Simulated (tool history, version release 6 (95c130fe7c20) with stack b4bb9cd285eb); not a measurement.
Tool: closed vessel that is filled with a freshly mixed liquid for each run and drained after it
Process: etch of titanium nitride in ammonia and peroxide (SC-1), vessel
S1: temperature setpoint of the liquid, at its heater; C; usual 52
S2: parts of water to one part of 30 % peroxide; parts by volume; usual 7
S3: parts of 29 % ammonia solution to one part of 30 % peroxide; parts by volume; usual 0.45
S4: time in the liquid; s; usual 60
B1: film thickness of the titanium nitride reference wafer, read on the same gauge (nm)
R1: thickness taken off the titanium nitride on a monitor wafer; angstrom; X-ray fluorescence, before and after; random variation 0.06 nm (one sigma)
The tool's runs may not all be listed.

run	hour	S1	S2	S3	S4	B1	R1
1	0	52	7	0.45	60	29.99	60.9
2	6	52	7	0.45	60	30.02	59.7
3	16.7	52	7	0.45	60	30.02	60.2
# hour 16.9: gauge calibrated
4	31.9	52	7	0.45	60	29.99	59.2
5	44.9	52	7	0.45	60	30.01	59.9
6	53.2	52	7	0.45	60	30.01	61.1
7	67.6	52	10	0.3	40	30.02	30.7
8	79.2	52	9	0.45	70	30.01	60.5
9	86.1	52	7	0.45	60	29.99	60.4
# hour 101.3: ammonia flow meter replaced
10	101.7	52	8	0.6	60	29.99	58.4
11	114.3	52	7	0.45	85	30.02	83.6
# hour 119.6: new drum of ammonia solution connected
12	130.5	52	7	0.45	60	30	58.9
13	146.4	52	7	0.45	60	30.01	58.8
14	152.9	52	7	0.45	60	30.01	59.2
15	168.7	52	7	0.45	60	29.99	58.4
16	180.8	57.5	7	0.45	60	29.99	85.3
17	196.2	42.5	5	0.6	75	29.98	46
18	207.3	52	7	0.45	60	30	59
19	217	52	10	0.35	50	30	38
20	227.1	44	6	0.45	60	30	35.8
21	239.4	61.5	9.5	0.35	70	29.96	106.3
22	248.6	52	9	0.45	80	30	68
23	262.7	43	10	0.5	60	30.02	26.1
24	294.8	48	7	0.45	60	29.98	43.7
25	306.6	52	9.5	0.45	60	30.01	49.6
26	316.1	61	5	0.3	60	30.02	115.4
27	329.7	44	6	0.4	45	30	26
28	341	52	5.5	0.3	35	29.99	35.2

The same runs without the tool's hidden state, with the same run-to-run variation:
The hidden state here: liquid colder than its thermometer reads (K); ammonia flow below the setpoint (%); ammonia solution weaker than its label (%); gauge reads high (%).
run	R1
1	62.4
2	61.2
3	61.8
4	60.9
5	61.8
6	63
7	31.7
8	62.6
9	62.6
10	60.6
11	86.9
12	61.3
13	61.4
14	61.8
15	61.1
16	89.2
17	48.4
18	62.1
19	40
20	37.8
21	111.9
22	71.8
23	27.7
24	46.5
25	52.8
26	122.5
27	27.8
28	37.6
